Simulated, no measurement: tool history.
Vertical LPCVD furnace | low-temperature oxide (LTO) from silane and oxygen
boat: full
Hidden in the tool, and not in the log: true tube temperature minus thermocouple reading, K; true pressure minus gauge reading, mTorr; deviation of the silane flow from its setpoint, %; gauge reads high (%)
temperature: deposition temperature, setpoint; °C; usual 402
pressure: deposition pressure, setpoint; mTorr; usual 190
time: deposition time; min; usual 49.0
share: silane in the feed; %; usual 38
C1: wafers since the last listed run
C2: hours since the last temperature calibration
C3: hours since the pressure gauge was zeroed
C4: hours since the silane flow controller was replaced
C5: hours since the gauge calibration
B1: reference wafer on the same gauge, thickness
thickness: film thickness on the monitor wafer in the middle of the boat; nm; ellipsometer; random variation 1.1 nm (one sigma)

{"run": 1, "hour": 0.0, "temperature": 402, "pressure": 190, "time": 49.0, "share": 38, "C1": 0, "C2": 1466.8, "C3": 1875.2, "C4": 3192.0, "C5": 665.0, "B1": 359.25, "thickness": 392.23}
{"run": 2, "hour": 12.4, "temperature": 402, "pressure": 190, "time": 49.0, "share": 38, "C1": 134, "C2": 1479.2, "C3": 1887.6, "C4": 3204.4, "C5": 677.4, "B1": 359.27, "thickness": 394.56}
{"run": 3, "hour": 97.2, "temperature": 402, "pressure": 190, "time": 49.0, "share": 38, "C1": 916, "C2": 1564.0, "C3": 1972.4, "C4": 3289.2, "C5": 762.2, "B1": 359.05, "thickness": 389.5}
{"run": 4, "hour": 122.8, "temperature": 408, "pressure": 190, "time": 49.0, "share": 38, "C1": 276, "C2": 1589.6, "C3": 1998.0, "C4": 3314.8, "C5": 787.8, "B1": 358.99, "thickness": 419.47}
{"run": 5, "hour": 149.4, "temperature": 408, "pressure": 190, "time": 49.0, "share": 38, "C1": 287, "C2": 1616.2, "C3": 2024.6, "C4": 3341.4, "C5": 814.4, "B1": 358.75, "thickness": 419.8}
{"run": 6, "hour": 165.2, "temperature": 402, "pressure": 190, "time": 49.0, "share": 38, "C1": 170, "C2": 1632.0, "C3": 2040.4, "C4": 3357.2, "C5": 830.2, "B1": 358.81, "thickness": 392.19}
{"run": 7, "hour": 177.3, "temperature": 402, "pressure": 190, "time": 49.0, "share": 38, "C1": 130, "C2": 1644.1, "C3": 2052.5, "C4": 3369.3, "C5": 842.3, "B1": 359.16, "thickness": 389.3}
{"hour": 191.7, "done": "gauge calibrated"}
{"run": 8, "hour": 212.4, "temperature": 402, "pressure": 190, "time": 49.0, "share": 38, "C1": 379, "C2": 1679.2, "C3": 2087.6, "C4": 3404.4, "C5": 20.7, "B1": 359.09, "thickness": 393.3}
{"run": 9, "hour": 241.6, "temperature": 402, "pressure": 190, "time": 64.5, "share": 41, "C1": 315, "C2": 1708.4, "C3": 2116.8, "C4": 3433.6, "C5": 49.9, "B1": 359.0, "thickness": 564.74}
{"run": 10, "hour": 271.9, "temperature": 402, "pressure": 190, "time": 49.0, "share": 35, "C1": 327, "C2": 1738.7, "C3": 2147.1, "C4": 3463.9, "C5": 80.2, "B1": 359.23, "thickness": 352.97}
{"run": 11, "hour": 292.9, "temperature": 402, "pressure": 190, "time": 49.0, "share": 35, "C1": 226, "C2": 1759.7, "C3": 2168.1, "C4": 3484.9, "C5": 101.2, "B1": 358.86, "thickness": 354.69}
{"run": 12, "hour": 324.2, "temperature": 402, "pressure": 190, "time": 49.0, "share": 35, "C1": 338, "C2": 1791.0, "C3": 2199.4, "C4": 3516.2, "C5": 132.5, "B1": 359.02, "thickness": 354.39}
{"hour": 352.4, "done": "thermocouples replaced and temperature profile calibrated"}
{"run": 13, "hour": 359.6, "temperature": 402, "pressure": 190, "time": 49.0, "share": 38, "C1": 123, "C2": 7.2, "C3": 2234.8, "C4": 3551.6, "C5": 167.9, "B1": 359.08, "thickness": 378.05}
{"run": 14, "hour": 380.7, "temperature": 402, "pressure": 190, "time": 49.0, "share": 38, "C1": 228, "C2": 28.3, "C3": 2255.9, "C4": 3572.7, "C5": 189.0, "B1": 358.58, "thickness": 377.83}
{"run": 15, "hour": 409.4, "temperature": 395, "pressure": 190, "time": 35.0, "share": 38, "C1": 310, "C2": 57.0, "C3": 2284.6, "C4": 3601.4, "C5": 217.7, "B1": 359.01, "thickness": 249.7}
{"hour": 451.1, "done": "pressure gauge zeroed"}
{"run": 16, "hour": 451.6, "temperature": 402, "pressure": 190, "time": 40.0, "share": 36, "C1": 196, "C2": 99.2, "C3": 0.5, "C4": 3643.6, "C5": 259.9, "B1": 359.18, "thickness": 286.47}
{"run": 17, "hour": 459.8, "temperature": 412, "pressure": 170, "time": 60.5, "share": 42, "C1": 88, "C2": 107.4, "C3": 8.7, "C4": 3651.8, "C5": 268.1, "B1": 358.78, "thickness": 519.58}
{"run": 18, "hour": 480.0, "temperature": 402, "pressure": 160, "time": 49.0, "share": 38, "C1": 218, "C2": 127.6, "C3": 28.9, "C4": 3672.0, "C5": 288.3, "B1": 358.81, "thickness": 320.25}
{"run": 19, "hour": 495.1, "temperature": 392, "pressure": 190, "time": 37.5, "share": 38, "C1": 163, "C2": 142.7, "C3": 44.0, "C4": 3687.1, "C5": 303.4, "B1": 358.86, "thickness": 259.65}
{"run": 20, "hour": 531.0, "temperature": 402, "pressure": 190, "time": 49.0, "share": 38, "C1": 388, "C2": 178.6, "C3": 79.9, "C4": 3723.0, "C5": 339.3, "B1": 358.65, "thickness": 379.6}
{"run": 21, "hour": 563.8, "temperature": 402, "pressure": 190, "time": 49.0, "share": 38, "C1": 354, "C2": 211.4, "C3": 112.7, "C4": 3755.8, "C5": 372.1, "B1": 358.99, "thickness": 381.49}
{"run": 22, "hour": 579.1, "temperature": 410, "pressure": 190, "time": 49.0, "share": 45, "C1": 165, "C2": 226.7, "C3": 128.0, "C4": 3771.1, "C5": 387.4, "B1": 358.94, "thickness": 502.47}

Run 23 comes next. What will it give?
{"hour": 612.9, "done": "silane flow controller replaced"}
{"run": 23, "hour": 613.4, "temperature": 402, "pressure": 235, "time": 49.0, "share": 40, "C1": 111, "C2": 261.0, "C3": 162.3, "C4": 0.5, "C5": 421.7, "B1": "?", "thickness": "?"}

B1: 358.53
thickness: 505.59 nm
Without the tool's hidden state the same run would have given thickness 495.75 nm.
